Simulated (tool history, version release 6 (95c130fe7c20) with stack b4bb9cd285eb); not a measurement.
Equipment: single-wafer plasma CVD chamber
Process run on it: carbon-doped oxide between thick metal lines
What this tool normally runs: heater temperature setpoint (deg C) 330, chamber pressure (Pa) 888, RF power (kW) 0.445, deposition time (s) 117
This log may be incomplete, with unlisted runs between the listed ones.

run,hour,heater temperature setpoint (deg C),chamber pressure (Pa),RF power (kW),deposition time (s),"read-back reference wafer on the same gauge, thickness_nm",mean film thickness on the monitor wafer (nm)
1,0,330,888,0.445,109,686.64,566.683
2,63.6,330,888,0.445,109,687.208,560.641
3,106,330,888,0.445,109,687.052,564.697
4,146.1,320,888,0.445,117,687.701,629.943
5,191.8,320,888,0.445,117,687.022,628.674
6,262.4,320,888,0.445,117,687.014,621.147
7,297.7,330,888,0.445,117,687.028,597.054
8,344.4,330,888,0.445,117,687.526,598.751
9,414.7,330,888,0.445,117,687.834,598.154
10,479.1,323,767,0.365,117,686.833,513.741
11,527.7,340,683,0.445,117,686.61,561.897
12,557.1,330,809,0.445,117,686.977,603.859
13,619.6,330,888,0.445,117,687.21,613.986
14,658.4,318,1105,0.485,138,686.764,826.881
15,699,330,1021,0.36,117,686.929,511.415
16,736.5,330,1076,0.445,129,686.977,690.1
17,780.8,330,812,0.41,132,686.647,629.812
18,831.7,330,707,0.445,117,686.823,581.274
19,899.1,330,888,0.445,117,686.386,609.123

Missing from the log above: 5 entries noted between runs. For each, name the pair of listed runs it sits between and say how the tool's hidden condition differs from the listed run just before to the listed run just after:
Runs 9 to 10: gauge calibrated (hour 428.9); RF generator calibrated (hour 459.4)
  delivered RF power above the setpoint (%): -3.45 -> -0.0498
  measured result minus the result with no hidden state, mean film thickness on the monitor wafer (nm): -18.422 -> -0.23
Runs 11 to 12: capacitance manometer re-zeroed and calibrated (hour 539.3)
  delivered RF power above the setpoint (%): -0.0668 -> -0.0861
  measured result minus the result with no hidden state, mean film thickness on the monitor wafer (nm): -0.323 -> -0.448
Runs 13 to 14: thermocouple changed; heater temperature recalibrated (hour 632.3)
  delivered RF power above the setpoint (%): -0.15 -> -0.205
  measured result minus the result with no hidden state, mean film thickness on the monitor wafer (nm): -0.794 -> -1.261
Runs 14 to 15: showerhead replaced (hour 682.9)
  delivered RF power above the setpoint (%): -0.205 -> -0.276
  measured result minus the result with no hidden state, mean film thickness on the monitor wafer (nm): -1.261 -> -1.271
